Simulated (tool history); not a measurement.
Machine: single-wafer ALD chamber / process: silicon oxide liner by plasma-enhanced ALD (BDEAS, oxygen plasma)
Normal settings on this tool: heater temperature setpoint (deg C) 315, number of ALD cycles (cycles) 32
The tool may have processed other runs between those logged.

run	hour	heater temperature setpoint (deg C)	number of ALD cycles (cycles)	wafers since the last listed run	hours since the last thermocouple change	hours since the gauge calibration	read-back reference wafer on the same gauge, thickness_nm	mean film thickness on the monitor wafer (nm)
1	0.0	323	32	0	2347.0	71.1	2.710	2.794
2	6.0	315	32	80	2353.0	77.1	2.711	2.844
3	15.2	315	32	123	2362.2	86.3	2.711	2.843
4	31.4	315	32	218	2378.4	102.5	2.712	2.839
5	48.3	318	36	227	2395.3	119.4	2.708	3.181
6	59.0	318	36	144	2406.0	130.1	2.710	3.168
7	71.8	318	36	172	2418.8	142.9	2.709	3.182
8	80.0	323	35	110	2427.0	151.1	2.710	3.065
# hour 90.3: thermocouple changed; heater temperature recalibrated
9	95.2	302	28	97	4.9	166.3	2.711	2.519
# hour 97.7: gauge calibrated
10	101.9	315	32	90	11.6	4.2	2.712	2.834
11	118.9	318	36	229	28.6	21.2	2.713	3.168
12	133.4	322	32	195	43.1	35.7	2.709	2.805

Run 13, settings as shown, results not yet in. Your forecast:
13	139.8	315	32	86	49.5	42.1	?	?

For run 13 the tool returned read-back reference wafer on the same gauge, thickness_nm 2.709, mean film thickness on the monitor wafer (nm) 2.843.
With the hidden condition absent and the run-to-run variation left alone, this run would have shown mean film thickness on the monitor wafer (nm) 2.843.
